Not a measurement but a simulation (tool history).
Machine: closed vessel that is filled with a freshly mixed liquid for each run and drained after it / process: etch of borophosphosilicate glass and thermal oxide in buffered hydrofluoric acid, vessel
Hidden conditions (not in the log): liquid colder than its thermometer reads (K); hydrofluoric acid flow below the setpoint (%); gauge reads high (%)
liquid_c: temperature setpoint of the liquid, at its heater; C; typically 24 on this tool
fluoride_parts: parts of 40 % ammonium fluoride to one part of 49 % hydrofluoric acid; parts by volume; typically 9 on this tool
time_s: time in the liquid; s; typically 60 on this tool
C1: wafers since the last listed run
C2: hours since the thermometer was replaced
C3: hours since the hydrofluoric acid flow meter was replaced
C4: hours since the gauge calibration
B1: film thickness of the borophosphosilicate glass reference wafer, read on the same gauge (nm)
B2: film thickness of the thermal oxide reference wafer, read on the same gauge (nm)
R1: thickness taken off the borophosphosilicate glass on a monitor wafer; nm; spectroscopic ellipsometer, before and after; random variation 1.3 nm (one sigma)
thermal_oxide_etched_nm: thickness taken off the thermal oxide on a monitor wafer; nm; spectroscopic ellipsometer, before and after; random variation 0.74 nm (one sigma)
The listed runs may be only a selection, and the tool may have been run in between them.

{"run": 1, "hour": 0.0, "liquid_c": 24, "fluoride_parts": 9, "time_s": 60, "C1": 0, "C2": 808.5, "C3": 2104.2, "C4": 102.8, "B1": 59.99, "B2": 50, "R1": 164.11, "thermal_oxide_etched_nm": 71.46}
{"run": 2, "hour": 6.5, "liquid_c": 24, "fluoride_parts": 9, "time_s": 60, "C1": 728, "C2": 815, "C3": 2110.7, "C4": 109.3, "B1": 59.96, "B2": 50, "R1": 163.85, "thermal_oxide_etched_nm": 70.49}
{"run": 3, "hour": 20.3, "liquid_c": 24, "fluoride_parts": 9, "time_s": 60, "C1": 1546, "C2": 828.8, "C3": 2124.5, "C4": 123.1, "B1": 60, "B2": 49.98, "R1": 162.73, "thermal_oxide_etched_nm": 71.21}
{"run": 4, "hour": 33.1, "liquid_c": 24, "fluoride_parts": 9, "time_s": 60, "C1": 1434, "C2": 841.6, "C3": 2137.3, "C4": 135.9, "B1": 60, "B2": 49.95, "R1": 160.93, "thermal_oxide_etched_nm": 70.35}
{"run": 5, "hour": 43.0, "liquid_c": 24, "fluoride_parts": 9, "time_s": 85, "C1": 1109, "C2": 851.5, "C3": 2147.2, "C4": 145.8, "B1": 60, "B2": 49.99, "R1": 232.29, "thermal_oxide_etched_nm": 101.49}
{"run": 6, "hour": 54.0, "liquid_c": 24, "fluoride_parts": 9, "time_s": 85, "C1": 1232, "C2": 862.5, "C3": 2158.2, "C4": 156.8, "B1": 60, "B2": 50, "R1": 228.38, "thermal_oxide_etched_nm": 99.89}
{"run": 7, "hour": 71.8, "liquid_c": 24, "fluoride_parts": 9, "time_s": 85, "C1": 1994, "C2": 880.3, "C3": 2176, "C4": 174.6, "B1": 60, "B2": 50.02, "R1": 231.86, "thermal_oxide_etched_nm": 101.35}
{"hour": 85.1, "done": "hydrofluoric acid flow meter replaced"}
{"run": 8, "hour": 88.2, "liquid_c": 24, "fluoride_parts": 9, "time_s": 60, "C1": 1725, "C2": 896.7, "C3": 3.1, "C4": 191, "B1": 60, "B2": 49.94, "R1": 163.76, "thermal_oxide_etched_nm": 70.93}
{"run": 9, "hour": 96.2, "liquid_c": 24, "fluoride_parts": 9, "time_s": 60, "C1": 896, "C2": 904.7, "C3": 11.1, "C4": 199, "B1": 59.98, "B2": 50.01, "R1": 160.47, "thermal_oxide_etched_nm": 70.18}
{"run": 10, "hour": 103.1, "liquid_c": 24, "fluoride_parts": 8, "time_s": 60, "C1": 773, "C2": 911.6, "C3": 18, "C4": 205.9, "B1": 59.97, "B2": 49.97, "R1": 185.23, "thermal_oxide_etched_nm": 79.81}
{"run": 11, "hour": 119.3, "liquid_c": 24, "fluoride_parts": 8, "time_s": 60, "C1": 1815, "C2": 927.8, "C3": 34.2, "C4": 222.1, "B1": 60.01, "B2": 50.03, "R1": 184.41, "thermal_oxide_etched_nm": 79.09}
{"run": 12, "hour": 136.4, "liquid_c": 24, "fluoride_parts": 8, "time_s": 60, "C1": 1916, "C2": 944.9, "C3": 51.3, "C4": 239.2, "B1": 60.01, "B2": 49.98, "R1": 184.13, "thermal_oxide_etched_nm": 79.96}
{"run": 13, "hour": 152.9, "liquid_c": 24, "fluoride_parts": 9, "time_s": 60, "C1": 1849, "C2": 961.4, "C3": 67.8, "C4": 255.7, "B1": 59.98, "B2": 50.01, "R1": 161.84, "thermal_oxide_etched_nm": 70.66}
{"run": 14, "hour": 161.4, "liquid_c": 24, "fluoride_parts": 9, "time_s": 85, "C1": 952, "C2": 969.9, "C3": 76.3, "C4": 264.2, "B1": 60.02, "B2": 49.96, "R1": 228.02, "thermal_oxide_etched_nm": 100.47}
{"run": 15, "hour": 175.7, "liquid_c": 22, "fluoride_parts": 10, "time_s": 60, "C1": 1602, "C2": 984.2, "C3": 90.6, "C4": 278.5, "B1": 60, "B2": 49.93, "R1": 135.02, "thermal_oxide_etched_nm": 57.03}
{"hour": 179.6, "done": "thermometer replaced"}
{"run": 16, "hour": 185.9, "liquid_c": 22, "fluoride_parts": 9, "time_s": 60, "C1": 1031, "C2": 6.3, "C3": 100.8, "C4": 288.7, "B1": 59.99, "B2": 50, "R1": 162.46, "thermal_oxide_etched_nm": 68.72}
{"hour": 194.2, "done": "gauge calibrated"}
{"run": 17, "hour": 200.6, "liquid_c": 24, "fluoride_parts": 9, "time_s": 60, "C1": 1647, "C2": 21, "C3": 115.5, "C4": 6.4, "B1": 59.98, "B2": 49.99, "R1": 176.78, "thermal_oxide_etched_nm": 76.05}
{"run": 18, "hour": 208.1, "liquid_c": 21.5, "fluoride_parts": 6, "time_s": 30, "C1": 840, "C2": 28.5, "C3": 123, "C4": 13.9, "B1": 59.99, "B2": 49.97, "R1": 116.2, "thermal_oxide_etched_nm": 50.17}
{"run": 19, "hour": 220.9, "liquid_c": 24, "fluoride_parts": 9, "time_s": 60, "C1": 1434, "C2": 41.3, "C3": 135.8, "C4": 26.7, "B1": 60, "B2": 50.01, "R1": 177.77, "thermal_oxide_etched_nm": 76.47}
{"run": 20, "hour": 231.0, "liquid_c": 28.5, "fluoride_parts": 12.5, "time_s": 30, "C1": 1131, "C2": 51.4, "C3": 145.9, "C4": 36.8, "B1": 59.99, "B2": 50.02, "R1": 83.52, "thermal_oxide_etched_nm": 36.26}
{"run": 21, "hour": 243.3, "liquid_c": 24, "fluoride_parts": 12, "time_s": 60, "C1": 1378, "C2": 63.7, "C3": 158.2, "C4": 49.1, "B1": 59.99, "B2": 50.05, "R1": 136.88, "thermal_oxide_etched_nm": 59.78}
{"run": 22, "hour": 256.9, "liquid_c": 24, "fluoride_parts": 6, "time_s": 60, "C1": 1524, "C2": 77.3, "C3": 171.8, "C4": 62.7, "B1": 60, "B2": 50.01, "R1": 267.91, "thermal_oxide_etched_nm": 113.49}
{"run": 23, "hour": 263.5, "liquid_c": 21.5, "fluoride_parts": 9, "time_s": 60, "C1": 739, "C2": 83.9, "C3": 178.4, "C4": 69.3, "B1": 60, "B2": 49.98, "R1": 153.54, "thermal_oxide_etched_nm": 66.45}
{"run": 24, "hour": 273.9, "liquid_c": 28, "fluoride_parts": 9, "time_s": 60, "C1": 1165, "C2": 94.3, "C3": 188.8, "C4": 79.7, "B1": 60, "B2": 50.03, "R1": 220.45, "thermal_oxide_etched_nm": 95.07}
{"run": 25, "hour": 280.9, "liquid_c": 27, "fluoride_parts": 7.5, "time_s": 45, "C1": 784, "C2": 101.3, "C3": 195.8, "C4": 86.7, "B1": 60, "B2": 49.97, "R1": 189.1, "thermal_oxide_etched_nm": 81.23}

Alternative continuations, all from the tool just after run 25; predict every row:
{"run": "A", "hour": 281.6, "liquid_c": 24, "fluoride_parts": 9, "time_s": 95, "C1": 78, "C2": 102, "C3": 196.5, "C4": 87.4, "B1": "?", "B2": "?", "R1": "?", "thermal_oxide_etched_nm": "?"}
{"run": "B", "hour": 281.6, "liquid_c": 24, "fluoride_parts": 7.5, "time_s": 60, "C1": 78, "C2": 102, "C3": 196.5, "C4": 87.4, "B1": "?", "B2": "?", "R1": "?", "thermal_oxide_etched_nm": "?"}
{"run": "C", "hour": 281.6, "liquid_c": 20.5, "fluoride_parts": 12, "time_s": 30, "C1": 78, "C2": 102, "C3": 196.5, "C4": 87.4, "B1": "?", "B2": "?", "R1": "?", "thermal_oxide_etched_nm": "?"}
{"run": "D", "hour": 281.6, "liquid_c": 24, "fluoride_parts": 11, "time_s": 60, "C1": 78, "C2": 102, "C3": 196.5, "C4": 87.4, "B1": "?", "B2": "?", "R1": "?", "thermal_oxide_etched_nm": "?"}

run=A B1=59.98 B2=49.97 R1=279.47 thermal_oxide_etched_nm=119
run=B B1=59.98 B2=49.97 R1=215.51 thermal_oxide_etched_nm=91.57
run=C B1=59.98 B2=49.97 R1=56.97 thermal_oxide_etched_nm=24.26
run=D B1=59.98 B2=49.97 R1=150.3 thermal_oxide_etched_nm=64.11
Had the tool no hidden state, the same runs would have come out as:
run=A R1=285.1 thermal_oxide_etched_nm=121.43
run=B R1=219.85 thermal_oxide_etched_nm=93.44
run=C R1=58.15 thermal_oxide_etched_nm=24.77
run=D R1=153.34 thermal_oxide_etched_nm=65.41
